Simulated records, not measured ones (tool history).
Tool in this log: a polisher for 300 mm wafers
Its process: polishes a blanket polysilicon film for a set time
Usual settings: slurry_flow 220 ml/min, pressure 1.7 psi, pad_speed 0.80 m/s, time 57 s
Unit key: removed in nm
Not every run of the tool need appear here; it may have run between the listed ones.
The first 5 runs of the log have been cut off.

| run | hour | slurry_flow | pressure | pad_speed | time | incoming thickness of the incoming film, nm | removed |
|---|---|---|---|---|---|---|---|
| 6 | 67.5 | 220 | 1.7 | 0.80 | 57 | 1243.7 | 202.6 |
| 7 | 74.8 | 220 | 1.7 | 0.80 | 57 | 1241.3 | 201.3 |
| 8 | 83.6 | 220 | 1.7 | 0.80 | 57 | 1230.4 | 202.8 |
| 9 | 96.7 | 260 | 1.7 | 0.92 | 57 | 1237.8 | 230.1 |
| 10 | 108.7 | 260 | 1.7 | 0.92 | 57 | 1247.0 | 227.6 |
| 11 | 120.2 | 220 | 1.7 | 0.80 | 57 | 1258.0 | 188.7 |
|  | 135.4 | worn pad replaced by a new one |
|  | 146.3 | head pressure recalibrated |
| 12 | 154.2 | 220 | 1.7 | 0.80 | 57 | 1255.8 | 205.2 |
| 13 | 163.1 | 220 | 1.7 | 0.80 | 57 | 1238.3 | 201.2 |
| 14 | 179.2 | 220 | 1.7 | 0.80 | 57 | 1258.5 | 201.5 |
| 15 | 192.6 | 220 | 1.7 | 0.80 | 57 | 1255.1 | 198.1 |
| 16 | 199.6 | 220 | 1.7 | 0.80 | 57 | 1219.0 | 197.0 |
|  | 219.6 | worn pad replaced by a new one |
| 17 | 220.1 | 220 | 1.7 | 0.80 | 57 | 1224.1 | 200.7 |
| 18 | 233.5 | 220 | 1.2 | 0.80 | 76 | 1220.3 | 199.0 |
| 19 | 243.3 | 220 | 1.7 | 0.80 | 71 | 1232.8 | 249.7 |
| 20 | 257.8 | 220 | 1.7 | 0.80 | 42 | 1230.6 | 145.2 |
| 21 | 269.0 | 265 | 2.2 | 0.68 | 67 | 1231.6 | 254.4 |
| 22 | 281.3 | 250 | 1.7 | 0.80 | 57 | 1243.4 | 196.8 |
|  | 292.6 | worn pad replaced by a new one |
| 23 | 297.9 | 265 | 1.7 | 0.80 | 57 | 1239.3 | 214.8 |

For run 24, what comes out?
| 24 | 307.0 | 220 | 1.7 | 0.80 | 57 | 1258.9 | ? |

removed: 206.4 nm
With no hidden state in the tool, this same run would have given removed 206.9 nm.
